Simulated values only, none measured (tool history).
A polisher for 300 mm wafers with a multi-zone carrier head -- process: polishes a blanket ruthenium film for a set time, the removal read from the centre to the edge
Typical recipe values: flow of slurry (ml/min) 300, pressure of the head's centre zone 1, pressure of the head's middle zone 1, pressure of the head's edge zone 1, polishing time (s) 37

run,day,flow of slurry (ml/min),pressure of the head's centre zone,pressure of the head's middle zone,pressure of the head's edge zone,polishing time (s),wafers since the last listed run,wafers polished on this pad,hours since the slurry nozzle was cleaned,hours since the centre zone pressure was calibrated,hours since the edge zone pressure was calibrated,hours since the carrier head's membrane was replaced,"incoming thickness of the incoming film, nm",film removed at the wafer's centre (Å),film removed at mid-radius (Å),film removed at the wafer's edge (Å)
1,0,300,1,1,1,37,0,5519,110.1,1294.7,62.7,158.6,274,403,402,407
2,1.833,300,1,1,1,37,595,6115,154.1,1338.7,106.7,202.6,276.9,401,409,412
# day 2.329: worn pad replaced by a new one
3,4.492,300,1,1,1,37,809,702,217.9,1402.5,170.5,266.4,276.2,399,404,408
4,6.929,300,1,1,1,37,791,1493,276.4,1461,229,324.9,280.7,394,408,404
# day 7.208: centre zone pressure recalibrated
5,14.454,370,1,1.06,0.92,37,2417,3911,457,173.9,409.6,505.5,284.1,405,429,387
# day 18.012: slurry nozzle cleaned
# day 21.521: worn pad replaced by a new one
# day 25.025: edge zone pressure recalibrated
6,26.433,300,1,1,1,37,3796,1568,202.1,461.4,33.8,793,282,398,409,402
7,27.992,345,1,1,1,37,506,2074,239.5,498.8,71.2,830.4,275.9,402,411,410
8,30.067,300,1,1,1,37,674,2748,289.3,548.6,121,880.2,281.9,395,407,410
9,33.229,300,1.08,0.96,1,37,1027,3776,365.2,624.5,196.9,956.1,280.9,431,392,398
# day 35.758: carrier head's membrane replaced by a new one
10,35.779,210,1.07,1,1,34,760,4536,426.4,685.7,258.1,0.5,284.6,372,359,357
11,37.538,300,1,1.06,1.09,33,571,5107,468.6,727.9,300.3,42.7,284.5,354,381,369
12,40.671,260,1.06,1,1,37,1017,6125,543.8,803.1,375.5,117.9,278.5,409,392,396
# day 41.712: slurry nozzle cleaned
13,42.717,300,1,1.08,0.9,37,651,6776,24.1,852.2,424.6,167,280.9,411,445,388
# day 44.221: worn pad replaced by a new one
14,46.104,385,1,1,1.03,28,1046,611,105.4,933.5,505.9,248.3,276.9,311,319,316
15,49.029,300,1,1,1,37,950,1561,175.6,1003.7,576.1,318.5,279,401,411,406
16,51.408,300,1,1,1,37,772,2334,232.7,1060.8,633.2,375.6,282.6,405,407,410
17,54.646,300,1,1,1,24,1051,3386,310.4,1138.5,710.9,453.3,277.9,259,262,260
# day 57.608: edge zone pressure recalibrated
18,57.962,300,1,1,1,50,1050,4436,390,1218.1,8.5,532.9,283.6,533,551,546

Run 19 is up next; what results do you expect?
19,60.429,300,1,1,1.09,37,801,5237,449.2,1277.3,67.7,592.1,282,?,?,?

Run 19 came out at film removed at the wafer's centre (Å) 393, film removed at mid-radius (Å) 403, film removed at the wafer's edge (Å) 412.
Without the tool's hidden state the same run would have given film removed at the wafer's centre (Å) 407, film removed at mid-radius (Å) 416, film removed at the wafer's edge (Å) 422.

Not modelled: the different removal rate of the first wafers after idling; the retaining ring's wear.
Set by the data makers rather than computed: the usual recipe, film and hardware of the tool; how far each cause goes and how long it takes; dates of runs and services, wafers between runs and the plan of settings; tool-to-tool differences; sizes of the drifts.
